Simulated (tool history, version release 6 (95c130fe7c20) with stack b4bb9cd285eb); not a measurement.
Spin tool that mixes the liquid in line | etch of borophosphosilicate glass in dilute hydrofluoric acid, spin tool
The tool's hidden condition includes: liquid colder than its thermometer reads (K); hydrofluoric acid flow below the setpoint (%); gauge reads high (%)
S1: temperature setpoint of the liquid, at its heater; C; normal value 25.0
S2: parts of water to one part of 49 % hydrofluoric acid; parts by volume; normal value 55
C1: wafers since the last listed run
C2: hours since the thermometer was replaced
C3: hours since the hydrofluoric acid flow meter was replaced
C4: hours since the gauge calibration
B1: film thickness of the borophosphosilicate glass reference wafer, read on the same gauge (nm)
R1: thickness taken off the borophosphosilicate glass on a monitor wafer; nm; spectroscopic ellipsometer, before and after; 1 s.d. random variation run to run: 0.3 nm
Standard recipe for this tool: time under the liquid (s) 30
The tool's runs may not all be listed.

{"run": 1, "hour": 0.0, "S1": 25.0, "S2": 55, "time under the liquid (s)": 30, "C1": 0, "C2": 519.0, "C3": 1184.1, "C4": 671.0, "B1": 120.01, "R1": 40.93}
{"run": 2, "hour": 39.5, "S1": 23.0, "S2": 55, "time under the liquid (s)": 40, "C1": 408, "C2": 558.5, "C3": 1223.6, "C4": 710.5, "B1": 120.01, "R1": 50.36}
{"run": 3, "hour": 119.9, "S1": 23.0, "S2": 55, "time under the liquid (s)": 40, "C1": 830, "C2": 638.9, "C3": 1304.0, "C4": 790.9, "B1": 119.99, "R1": 49.81}
{"run": 4, "hour": 180.6, "S1": 25.0, "S2": 55, "time under the liquid (s)": 20, "C1": 627, "C2": 699.6, "C3": 1364.7, "C4": 851.6, "B1": 119.99, "R1": 27.0}
{"run": 5, "hour": 268.0, "S1": 25.0, "S2": 55, "time under the liquid (s)": 20, "C1": 903, "C2": 787.0, "C3": 1452.1, "C4": 939.0, "B1": 120.0, "R1": 26.89}
{"run": 6, "hour": 321.9, "S1": 25.0, "S2": 55, "time under the liquid (s)": 20, "C1": 557, "C2": 840.9, "C3": 1506.0, "C4": 992.9, "B1": 119.98, "R1": 26.78}
{"run": 7, "hour": 368.9, "S1": 25.0, "S2": 55, "time under the liquid (s)": 30, "C1": 485, "C2": 887.9, "C3": 1553.0, "C4": 1039.9, "B1": 120.0, "R1": 40.46}
{"run": 8, "hour": 447.0, "S1": 25.0, "S2": 55, "time under the liquid (s)": 30, "C1": 807, "C2": 966.0, "C3": 1631.1, "C4": 1118.0, "B1": 119.99, "R1": 39.93}
{"run": 9, "hour": 502.0, "S1": 25.0, "S2": 55, "time under the liquid (s)": 30, "C1": 568, "C2": 1021.0, "C3": 1686.1, "C4": 1173.0, "B1": 120.01, "R1": 39.53}
{"hour": 568.4, "done": "hydrofluoric acid flow meter replaced"}
{"run": 10, "hour": 574.0, "S1": 25.0, "S2": 55, "time under the liquid (s)": 30, "C1": 733, "C2": 1093.0, "C3": 5.6, "C4": 1245.0, "B1": 120.01, "R1": 39.54}
{"run": 11, "hour": 632.1, "S1": 25.0, "S2": 55, "time under the liquid (s)": 30, "C1": 600, "C2": 1151.1, "C3": 63.7, "C4": 1303.1, "B1": 120.02, "R1": 38.79}
{"run": 12, "hour": 731.0, "S1": 22.0, "S2": 35, "time under the liquid (s)": 40, "C1": 1022, "C2": 1250.0, "C3": 162.6, "C4": 1402.0, "B1": 120.0, "R1": 73.59}
{"run": 13, "hour": 779.3, "S1": 28.5, "S2": 55, "time under the liquid (s)": 35, "C1": 499, "C2": 1298.3, "C3": 210.9, "C4": 1450.3, "B1": 120.02, "R1": 52.32}
{"hour": 872.3, "done": "gauge calibrated"}
{"run": 14, "hour": 1093.7, "S1": 25.0, "S2": 30, "time under the liquid (s)": 30, "C1": 3249, "C2": 1612.7, "C3": 525.3, "C4": 221.4, "B1": 119.98, "R1": 73.02}
{"run": 15, "hour": 1172.7, "S1": 25.0, "S2": 55, "time under the liquid (s)": 30, "C1": 816, "C2": 1691.7, "C3": 604.3, "C4": 300.4, "B1": 119.98, "R1": 38.27}
{"hour": 1234.0, "done": "thermometer replaced"}
{"run": 16, "hour": 1262.9, "S1": 25.0, "S2": 55, "time under the liquid (s)": 25, "C1": 921, "C2": 28.9, "C3": 694.5, "C4": 390.6, "B1": 119.98, "R1": 35.42}
{"run": 17, "hour": 1311.7, "S1": 25.0, "S2": 80, "time under the liquid (s)": 40, "C1": 504, "C2": 77.7, "C3": 743.3, "C4": 439.4, "B1": 120.01, "R1": 37.39}
{"run": 18, "hour": 1404.3, "S1": 25.0, "S2": 55, "time under the liquid (s)": 30, "C1": 956, "C2": 170.3, "C3": 835.9, "C4": 532.0, "B1": 119.99, "R1": 41.84}
{"run": 19, "hour": 1453.7, "S1": 25.0, "S2": 35, "time under the liquid (s)": 15, "C1": 510, "C2": 219.7, "C3": 885.3, "C4": 581.4, "B1": 120.0, "R1": 33.94}
{"run": 20, "hour": 1553.5, "S1": 25.0, "S2": 55, "time under the liquid (s)": 30, "C1": 1031, "C2": 319.5, "C3": 985.1, "C4": 681.2, "B1": 120.01, "R1": 41.46}
{"run": 21, "hour": 1626.5, "S1": 25.0, "S2": 70, "time under the liquid (s)": 30, "C1": 754, "C2": 392.5, "C3": 1058.1, "C4": 754.2, "B1": 120.0, "R1": 32.12}
{"run": 22, "hour": 1694.0, "S1": 25.0, "S2": 55, "time under the liquid (s)": 30, "C1": 697, "C2": 460.0, "C3": 1125.6, "C4": 821.7, "B1": 119.98, "R1": 41.06}

Branching from run 22: 5 alternative next runs. What would each branch give?
{"run": "A", "hour": 1694.4, "S1": 26.5, "S2": 55, "time under the liquid (s)": 30, "C1": 4, "C2": 460.4, "C3": 1126.0, "C4": 822.1, "B1": "?", "R1": "?"}
{"run": "B", "hour": 1694.4, "S1": 20.0, "S2": 70, "time under the liquid (s)": 45, "C1": 4, "C2": 460.4, "C3": 1126.0, "C4": 822.1, "B1": "?", "R1": "?"}
{"run": "C", "hour": 1694.4, "S1": 23.5, "S2": 55, "time under the liquid (s)": 20, "C1": 4, "C2": 460.4, "C3": 1126.0, "C4": 822.1, "B1": "?", "R1": "?"}
{"run": "D", "hour": 1694.4, "S1": 28.0, "S2": 35, "time under the liquid (s)": 40, "C1": 4, "C2": 460.4, "C3": 1126.0, "C4": 822.1, "B1": "?", "R1": "?"}
{"run": "E", "hour": 1694.4, "S1": 30.0, "S2": 55, "time under the liquid (s)": 30, "C1": 4, "C2": 460.4, "C3": 1126.0, "C4": 822.1, "B1": "?", "R1": "?"}

run=A B1=120.01 R1=43.56
run=B B1=120.01 R1=38.53
run=C B1=120.01 R1=25.69
run=D B1=120.01 R1=99.78
run=E B1=120.01 R1=50.08
With the hidden condition removed and each run's random variation left untouched, the same runs would have given:
run=A R1=44.77
run=B R1=39.65
run=C R1=26.42
run=D R1=102.57
run=E R1=51.43

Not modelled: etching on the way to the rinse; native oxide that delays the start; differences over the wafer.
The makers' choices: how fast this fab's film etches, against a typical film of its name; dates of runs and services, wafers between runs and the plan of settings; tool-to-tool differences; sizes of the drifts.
